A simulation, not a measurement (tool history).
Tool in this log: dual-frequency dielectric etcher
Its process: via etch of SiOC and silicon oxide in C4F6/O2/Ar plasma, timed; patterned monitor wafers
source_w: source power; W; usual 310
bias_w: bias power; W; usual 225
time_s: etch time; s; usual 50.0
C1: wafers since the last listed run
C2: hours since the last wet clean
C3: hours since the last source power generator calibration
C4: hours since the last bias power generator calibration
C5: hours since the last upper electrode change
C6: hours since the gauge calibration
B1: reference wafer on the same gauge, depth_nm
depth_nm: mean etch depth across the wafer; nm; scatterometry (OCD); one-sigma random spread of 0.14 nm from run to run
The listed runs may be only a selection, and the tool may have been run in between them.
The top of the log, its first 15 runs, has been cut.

{"hour": 414.0, "done": "source power generator calibrated"}
{"run": 16, "hour": 422.4, "source_w": 390, "bias_w": 225, "time_s": 50.0, "C1": 203, "C2": 122.4, "C3": 8.4, "C4": 237.8, "C5": 2624.3, "C6": 382.9, "B1": 43.3, "depth_nm": 53.0}
{"run": 17, "hour": 436.6, "source_w": 280, "bias_w": 225, "time_s": 42.0, "C1": 140, "C2": 136.6, "C3": 22.6, "C4": 252.0, "C5": 2638.5, "C6": 397.1, "B1": 43.3, "depth_nm": 40.0}
{"run": 18, "hour": 452.1, "source_w": 310, "bias_w": 225, "time_s": 50.0, "C1": 153, "C2": 152.1, "C3": 38.1, "C4": 267.5, "C5": 2654.0, "C6": 412.6, "B1": 43.3, "depth_nm": 49.2}
{"run": 19, "hour": 472.9, "source_w": 280, "bias_w": 172, "time_s": 59.0, "C1": 205, "C2": 172.9, "C3": 58.9, "C4": 288.3, "C5": 2674.8, "C6": 433.4, "B1": 43.3, "depth_nm": 50.0}
{"hour": 506.4, "done": "upper electrode replaced, of another model than before"}
{"run": 20, "hour": 506.9, "source_w": 310, "bias_w": 239, "time_s": 50.0, "C1": 98, "C2": 206.9, "C3": 92.9, "C4": 322.3, "C5": 0.5, "C6": 467.4, "B1": 43.3, "depth_nm": 50.8}
{"hour": 529.1, "done": "gauge calibrated"}
{"run": 21, "hour": 531.0, "source_w": 280, "bias_w": 278, "time_s": 50.0, "C1": 238, "C2": 231.0, "C3": 117.0, "C4": 346.4, "C5": 24.6, "C6": 1.9, "B1": 43.3, "depth_nm": 53.8}
{"run": 22, "hour": 544.0, "source_w": 310, "bias_w": 225, "time_s": 50.0, "C1": 128, "C2": 244.0, "C3": 130.0, "C4": 359.4, "C5": 37.6, "C6": 14.9, "B1": 43.3, "depth_nm": 48.6}
{"run": 23, "hour": 557.1, "source_w": 310, "bias_w": 225, "time_s": 50.0, "C1": 129, "C2": 257.1, "C3": 143.1, "C4": 372.5, "C5": 50.7, "C6": 28.0, "B1": 43.3, "depth_nm": 48.8}
{"run": 24, "hour": 576.4, "source_w": 340, "bias_w": 280, "time_s": 45.0, "C1": 190, "C2": 276.4, "C3": 162.4, "C4": 391.8, "C5": 70.0, "C6": 47.3, "B1": 43.3, "depth_nm": 50.2}
{"run": 25, "hour": 588.8, "source_w": 310, "bias_w": 225, "time_s": 50.0, "C1": 122, "C2": 288.8, "C3": 174.8, "C4": 404.2, "C5": 82.4, "C6": 59.7, "B1": 43.3, "depth_nm": 48.7}
{"run": 26, "hour": 617.0, "source_w": 380, "bias_w": 225, "time_s": 44.0, "C1": 278, "C2": 317.0, "C3": 203.0, "C4": 432.4, "C5": 110.6, "C6": 87.9, "B1": 43.3, "depth_nm": 44.6}
{"run": 27, "hour": 720.8, "source_w": 310, "bias_w": 225, "time_s": 50.0, "C1": 1025, "C2": 420.8, "C3": 306.8, "C4": 536.2, "C5": 214.4, "C6": 191.7, "B1": 43.3, "depth_nm": 48.2}
{"hour": 753.5, "done": "wet clean of the chamber"}
{"run": 28, "hour": 754.0, "source_w": 240, "bias_w": 197, "time_s": 60.5, "C1": 90, "C2": 0.5, "C3": 340.0, "C4": 569.4, "C5": 247.6, "C6": 224.9, "B1": 43.3, "depth_nm": 52.5}
{"run": 29, "hour": 769.1, "source_w": 260, "bias_w": 225, "time_s": 50.0, "C1": 149, "C2": 15.6, "C3": 355.1, "C4": 584.5, "C5": 262.7, "C6": 240.0, "B1": 43.3, "depth_nm": 47.8}
{"run": 30, "hour": 785.8, "source_w": 240, "bias_w": 204, "time_s": 50.0, "C1": 164, "C2": 32.3, "C3": 371.8, "C4": 601.2, "C5": 279.4, "C6": 256.7, "B1": 43.3, "depth_nm": 44.3}

4 ways to go on from here, each from the tool as it stands after run 30. What would each give?
{"run": "A", "hour": 786.2, "source_w": 310, "bias_w": 225, "time_s": 50.0, "C1": 3, "C2": 32.7, "C3": 372.2, "C4": 601.6, "C5": 279.8, "C6": 257.1, "B1": "?", "depth_nm": "?"}
{"run": "B", "hour": 786.2, "source_w": 360, "bias_w": 225, "time_s": 50.0, "C1": 3, "C2": 32.7, "C3": 372.2, "C4": 601.6, "C5": 279.8, "C6": 257.1, "B1": "?", "depth_nm": "?"}
{"run": "C", "hour": 786.2, "source_w": 270, "bias_w": 225, "time_s": 50.0, "C1": 3, "C2": 32.7, "C3": 372.2, "C4": 601.6, "C5": 279.8, "C6": 257.1, "B1": "?", "depth_nm": "?"}
{"run": "D", "hour": 786.2, "source_w": 310, "bias_w": 225, "time_s": 59.0, "C1": 3, "C2": 32.7, "C3": 372.2, "C4": 601.6, "C5": 279.8, "C6": 257.1, "B1": "?", "depth_nm": "?"}

run=A B1=43.3 depth_nm=49.5
run=B B1=43.3 depth_nm=51.2
run=C B1=43.3 depth_nm=48.1
run=D B1=43.3 depth_nm=58.4
Take away the tool's hidden state, keep each run's random variation, and the runs would have read:
run=A depth_nm=49.5
run=B depth_nm=51.2
run=C depth_nm=48.1
run=D depth_nm=58.4
